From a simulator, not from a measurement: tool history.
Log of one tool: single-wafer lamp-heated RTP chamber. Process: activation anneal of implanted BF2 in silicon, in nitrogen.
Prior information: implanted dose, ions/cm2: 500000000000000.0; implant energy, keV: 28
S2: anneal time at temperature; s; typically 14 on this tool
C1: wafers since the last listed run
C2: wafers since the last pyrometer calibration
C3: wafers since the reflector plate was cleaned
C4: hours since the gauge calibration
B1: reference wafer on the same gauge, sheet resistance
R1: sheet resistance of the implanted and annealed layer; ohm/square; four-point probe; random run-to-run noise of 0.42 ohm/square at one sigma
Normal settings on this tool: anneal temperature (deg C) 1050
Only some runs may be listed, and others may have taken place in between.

run 1 hour=0.0 | anneal_temperature_(deg_C)=1050 S2=14 | C1=0 C2=3274 C3=1957 C4=760.1 | B1=261.14 | R1=277.45
run 2 hour=30.9 | anneal_temperature_(deg_C)=1041 S2=14 | C1=499 C2=3773 C3=2456 C4=791.0 | B1=260.89 | R1=277.85
run 3 hour=62.6 | anneal_temperature_(deg_C)=1050 S2=14 | C1=512 C2=4285 C3=2968 C4=822.7 | B1=261.08 | R1=276.20
run 4 hour=92.2 | anneal_temperature_(deg_C)=1050 S2=14 | C1=478 C2=4763 C3=3447 C4=852.3 | B1=260.94 | R1=277.08
run 5 hour=130.7 | anneal_temperature_(deg_C)=1050 S2=14 | C1=621 C2=5385 C3=4069 C4=890.8 | B1=260.94 | R1=277.94
-- hour=159.5 pyrometer window cleaned and pyrometer calibrated
run 6 hour=198.0 | anneal_temperature_(deg_C)=1035 S2=14 | C1=958 C2=621 C3=5027 C4=958.1 | B1=260.93 | R1=278.53
run 7 hour=267.3 | anneal_temperature_(deg_C)=1035 S2=14 | C1=1119 C2=1741 C3=6146 C4=1027.4 | B1=260.99 | R1=278.96
run 8 hour=306.2 | anneal_temperature_(deg_C)=1050 S2=14 | C1=628 C2=2369 C3=6775 C4=1066.3 | B1=261.12 | R1=276.93
-- hour=363.2 reflector plate cleaned
run 9 hour=363.7 | anneal_temperature_(deg_C)=1050 S2=14 | C1=799 C2=3169 C3=8 C4=1123.8 | B1=260.75 | R1=277.34
run 10 hour=415.2 | anneal_temperature_(deg_C)=1050 S2=14 | C1=831 C2=4001 C3=840 C4=1175.3 | B1=261.08 | R1=277.48
run 11 hour=459.6 | anneal_temperature_(deg_C)=1050 S2=14 | C1=717 C2=4718 C3=1558 C4=1219.7 | B1=260.88 | R1=276.75
run 12 hour=503.2 | anneal_temperature_(deg_C)=1050 S2=14 | C1=704 C2=5423 C3=2262 C4=1263.3 | B1=261.15 | R1=277.72
run 13 hour=554.6 | anneal_temperature_(deg_C)=1050 S2=14 | C1=830 C2=6253 C3=3092 C4=1314.7 | B1=260.95 | R1=277.79
-- hour=595.4 pyrometer window cleaned and pyrometer calibrated
run 14 hour=610.0 | anneal_temperature_(deg_C)=1050 S2=14 | C1=765 C2=235 C3=3858 C4=1370.1 | B1=261.12 | R1=277.62
run 15 hour=677.0 | anneal_temperature_(deg_C)=1065 S2=14 | C1=1082 C2=1317 C3=4941 C4=1437.1 | B1=260.92 | R1=276.38
-- hour=712.7 gauge calibrated
run 16 hour=722.0 | anneal_temperature_(deg_C)=1065 S2=14 | C1=726 C2=2044 C3=5668 C4=9.3 | B1=261.08 | R1=276.06
run 17 hour=780.8 | anneal_temperature_(deg_C)=1057 S2=12 | C1=949 C2=2994 C3=6617 C4=68.1 | B1=260.85 | R1=277.13
run 18 hour=826.3 | anneal_temperature_(deg_C)=1024 S2=6 | C1=735 C2=3729 C3=7353 C4=113.6 | B1=260.88 | R1=282.38
-- hour=855.2 reflector plate cleaned
run 19 hour=877.9 | anneal_temperature_(deg_C)=1028 S2=9 | C1=704 C2=4434 C3=366 C4=165.2 | B1=260.90 | R1=281.37
run 20 hour=997.0 | anneal_temperature_(deg_C)=1069 S2=8 | C1=1924 C2=6358 C3=2290 C4=284.3 | B1=260.98 | R1=278.14
run 21 hour=1044.5 | anneal_temperature_(deg_C)=1071 S2=19 | C1=767 C2=7125 C3=3057 C4=331.8 | B1=261.18 | R1=274.45
-- hour=1074.4 pyrometer window cleaned and pyrometer calibrated
run 22 hour=1087.5 | anneal_temperature_(deg_C)=1050 S2=14 | C1=565 C2=211 C3=3623 C4=374.8 | B1=260.84 | R1=276.84
run 23 hour=1129.0 | anneal_temperature_(deg_C)=1034 S2=11 | C1=670 C2=881 C3=4293 C4=416.3 | B1=261.06 | R1=280.09
run 24 hour=1186.4 | anneal_temperature_(deg_C)=1050 S2=14 | C1=927 C2=1808 C3=5220 C4=473.7 | B1=260.86 | R1=276.90
-- hour=1254.3 reflector plate cleaned
run 25 hour=1254.8 | anneal_temperature_(deg_C)=1050 S2=21 | C1=975 C2=2784 C3=7 C4=542.1 | B1=261.15 | R1=274.52
run 26 hour=1346.6 | anneal_temperature_(deg_C)=1076 S2=10 | C1=1483 C2=4267 C3=1490 C4=633.9 | B1=261.00 | R1=278.05
run 27 hour=1417.8 | anneal_temperature_(deg_C)=1066 S2=11 | C1=1150 C2=5417 C3=2641 C4=705.1 | B1=260.96 | R1=277.03
run 28 hour=1476.0 | anneal_temperature_(deg_C)=1079 S2=21 | C1=940 C2=6358 C3=3581 C4=763.3 | B1=261.09 | R1=272.05
run 29 hour=1542.3 | anneal_temperature_(deg_C)=1050 S2=14 | C1=1071 C2=7429 C3=4652 C4=829.6 | B1=261.23 | R1=277.01
-- hour=1555.5 pyrometer window cleaned and pyrometer calibrated
run 30 hour=1595.5 | anneal_temperature_(deg_C)=1067 S2=18 | C1=730 C2=646 C3=5382 C4=882.8 | B1=260.91 | R1=274.28
-- hour=1648.4 reflector plate cleaned
run 31 hour=1650.1 | anneal_temperature_(deg_C)=1050 S2=14 | C1=752 C2=1399 C3=27 C4=937.4 | B1=261.14 | R1=277.69
run 32 hour=1675.8 | anneal_temperature_(deg_C)=1026 S2=21 | C1=415 C2=1814 C3=442 C4=963.1 | B1=261.09 | R1=277.72
run 33 hour=1714.5 | anneal_temperature_(deg_C)=1041 S2=18 | C1=625 C2=2439 C3=1067 C4=1001.8 | B1=261.13 | R1=276.38
run 34 hour=1768.1 | anneal_temperature_(deg_C)=1067 S2=18 | C1=865 C2=3305 C3=1933 C4=1055.4 | B1=260.84 | R1=274.03
run 35 hour=1809.1 | anneal_temperature_(deg_C)=1050 S2=20 | C1=662 C2=3967 C3=2596 C4=1096.4 | B1=260.96 | R1=274.98
run 36 hour=1864.2 | anneal_temperature_(deg_C)=1068 S2=18 | C1=890 C2=4857 C3=3486 C4=1151.5 | B1=260.98 | R1=274.72
-- hour=1983.1 pyrometer window cleaned and pyrometer calibrated
run 37 hour=2038.4 | anneal_temperature_(deg_C)=1050 S2=14 | C1=2685 C2=893 C3=6171 C4=1325.7 | B1=260.95 | R1=277.00

Alternative continuations, all from the tool just after run 37; predict every row:
run A hour=2038.8 | anneal_temperature_(deg_C)=1050 S2=12 | C1=6 C2=899 C3=6177 C4=1326.1 | B1=? | R1=?
run B hour=2038.8 | anneal_temperature_(deg_C)=1072 S2=11 | C1=6 C2=899 C3=6177 C4=1326.1 | B1=? | R1=?
run C hour=2038.8 | anneal_temperature_(deg_C)=1070 S2=11 | C1=6 C2=899 C3=6177 C4=1326.1 | B1=? | R1=?

run=A B1=261.02 R1=277.54
run=B B1=261.02 R1=276.53
run=C B1=261.02 R1=276.66
With no hidden state in the tool, these same runs would have given:
run=A R1=277.54
run=B R1=276.53
run=C R1=276.66
